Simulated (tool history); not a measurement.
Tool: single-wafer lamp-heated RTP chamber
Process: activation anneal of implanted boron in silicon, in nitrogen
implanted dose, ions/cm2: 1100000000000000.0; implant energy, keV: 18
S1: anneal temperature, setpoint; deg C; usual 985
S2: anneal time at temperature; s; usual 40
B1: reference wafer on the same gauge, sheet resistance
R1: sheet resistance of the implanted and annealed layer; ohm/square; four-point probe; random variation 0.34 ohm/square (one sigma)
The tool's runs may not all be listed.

Run 1, day 0.000: usual settings but S2 45 s; B1 101.23. Result: R1 92.81 ohm/square.
Run 2, day 0.692: usual settings but S2 45 s; B1 101.23. Result: R1 92.71 ohm/square.
Run 3, day 1.162: usual settings; B1 101.19. Result: R1 92.45 ohm/square.
Run 4, day 1.696: usual settings; B1 101.32. Result: R1 92.32 ohm/square.
Run 5, day 1.979: usual settings; B1 101.19. Result: R1 92.55 ohm/square.
Run 6, day 2.583: usual settings; B1 101.31. Result: R1 92.35 ohm/square.
Run 7, day 2.946: usual settings; B1 101.31. Result: R1 92.49 ohm/square.
At day 3.617: reflector plate cleaned.
Run 8, day 3.638: usual settings; B1 101.36. Result: R1 92.38 ohm/square.
At day 4.317: pyrometer window cleaned and pyrometer calibrated.
Run 9, day 4.338: usual settings; B1 101.33. Result: R1 95.78 ohm/square.
Run 10, day 4.942: usual settings but S1 965 deg C; B1 101.30. Result: R1 105.40 ohm/square.
Run 11, day 5.554: usual settings but S2 51 s; B1 101.38. Result: R1 95.49 ohm/square.
At day 6.112: gauge calibrated.
Run 12, day 6.454: usual settings but S1 1013 deg C, S2 23 s; B1 101.34. Result: R1 91.16 ohm/square.
Run 13, day 6.954: usual settings; B1 101.30. Result: R1 96.21 ohm/square.
Run 14, day 7.358: usual settings but S1 1006 deg C, S2 57 s; B1 101.31. Result: R1 90.00 ohm/square.
Run 15, day 8.046: usual settings; B1 101.40. Result: R1 95.42 ohm/square.
Run 16, day 8.308: usual settings; B1 101.39. Result: R1 96.75 ohm/square.
Run 17, day 8.633: usual settings; B1 101.29. Result: R1 96.54 ohm/square.

Run 18 comes next. What will it give?
Run 18, day 9.342: usual settings but S1 1002 deg C, S2 61 s; B1 ?. Result: R1 ?.

B1: 101.34
R1: 91.35 ohm/square
Without the tool's hidden state the same run would have given R1 91.56 ohm/square.
